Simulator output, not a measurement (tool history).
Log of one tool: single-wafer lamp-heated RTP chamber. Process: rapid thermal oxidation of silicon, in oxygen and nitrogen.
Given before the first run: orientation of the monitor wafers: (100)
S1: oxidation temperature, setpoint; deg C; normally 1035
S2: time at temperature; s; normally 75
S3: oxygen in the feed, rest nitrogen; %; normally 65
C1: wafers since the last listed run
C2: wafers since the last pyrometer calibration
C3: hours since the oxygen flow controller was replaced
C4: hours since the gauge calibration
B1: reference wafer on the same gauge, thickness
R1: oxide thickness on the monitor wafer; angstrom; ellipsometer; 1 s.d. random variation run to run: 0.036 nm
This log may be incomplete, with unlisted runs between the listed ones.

run     day    S1   S2  S3   C1    C2      C3     C4     B1      R1
  1   0.000  1035   75  65    0  4995  2501.6  334.2  8.145   73.91
  2   0.546  1035   75  65   92  5088  2514.7  347.3  8.165   72.94
  3   1.162  1035   75  65  104  5192  2529.5  362.1  8.177   73.22
  4   1.725  1035   75  65   95  5287  2543.0  375.6  8.160   72.91
  5   2.367  1035   75  65  108  5396  2558.4  391.0  8.161   73.82
  6   2.667  1035   75  65   50  5447  2565.6  398.2  8.167   73.95
  7   3.029  1035   75  65   61  5508  2574.3  406.9  8.171   73.90
  8   3.567  1035   75  65   91  5599  2587.2  419.8  8.170   74.12
  9   4.279  1035   75  76  120  5720  2604.3  436.9  8.162   78.62
 10   4.912  1035   75  65  107  5827  2619.5  452.1  8.153   73.58
 11   5.388  1035   75  65   80  5908  2630.9  463.5  8.170   74.08
 12   6.012  1035   75  65  105  6014  2645.9  478.5  8.153   74.13
 13   6.533  1035   75  53   88  6102  2658.4  491.0  8.154   68.36
      6.621  -- gauge calibrated
      7.054  -- oxygen flow controller replaced
 14   7.075  1035   75  53   35  6137     0.5   10.9  8.157   69.19
 15   7.308  1035   75  53   39  6177     6.1   16.5  8.156   68.56
 16   7.908  1035   75  65  101  6278    20.5   30.9  8.147   73.65
 17   8.592  1035   75  65  115  6394    36.9   47.3  8.152   74.02
 18   9.292  1035   58  65  118  6512    53.7   64.1  8.159   66.20
     11.650  -- pyrometer window cleaned and pyrometer calibrated
 19  11.671  1035   75  65  346     3   110.8  121.2  8.160   73.84
 20  12.083  1057   45  50   69    73   120.7  131.1  8.164   62.47
 21  12.750  1035   75  87  112   186   136.7  147.1  8.173   81.93
 22  13.050  1045   96  65   50   236   143.9  154.3  8.166   89.17
 23  13.446  1027   85  65   67   303   153.4  163.8  8.165   73.44
 24  13.971  1035   90  65   88   392   166.0  176.4  8.167   79.43
 25  14.538  1007   50  48   95   488   179.6  190.0  8.169   45.78
 26  14.996  1035   75  65   77   566   190.6  201.0  8.147   73.61
 27  15.421  1056   62  65   71   638   200.8  211.2  8.165   77.94
 28  16.054  1035  104  85  107   745   216.0  226.4  8.159   94.29
 29  16.550  1005  103  51   83   829   227.9  238.3  8.164   63.15
 30  17.025  1063   97  81   80   910   239.3  249.7  8.156  108.50
 31  17.667  1035   75  81  108  1018   254.7  265.1  8.159   80.71
 32  18.075  1035  101  78   69  1088   264.5  274.9  8.161   90.02
 33  18.688  1050   56  57  103  1191   279.2  289.6  8.144   69.00
 34  19.092  1035   75  65   68  1260   288.9  299.3  8.158   74.60
 35  19.471  1035  110  57   64  1324   298.0  308.4  8.155   84.28
 36  19.746  1035   75  65   46  1371   304.6  315.0  8.164   73.40
 37  20.221  1035   46  40   80  1451   316.0  326.4  8.154   50.26
 38  20.525  1054   43  79   51  1503   323.3  333.7  8.171   70.23
 39  22.175  1035   75  65  279  1782   362.9  373.3  8.162   73.60

Consider 3 possible next runs. They are alternatives, not a sequence: every one starts from the tool as it was left by run 39. What does each give?
  A  22.192  1035   75  65   2  1785  363.3  373.7   ?   ?
  B  22.192  1010   95  65   2  1785  363.3  373.7   ?   ?
  C  22.192  1015  104  55   2  1785  363.3  373.7   ?   ?

run     B1     R1
  A  8.171  73.15
  B  8.171  68.06
  C  8.171  69.28
Had the tool no hidden state, the same runs would have come out as:
run     R1
  A  73.15
  B  68.06
  C  69.28
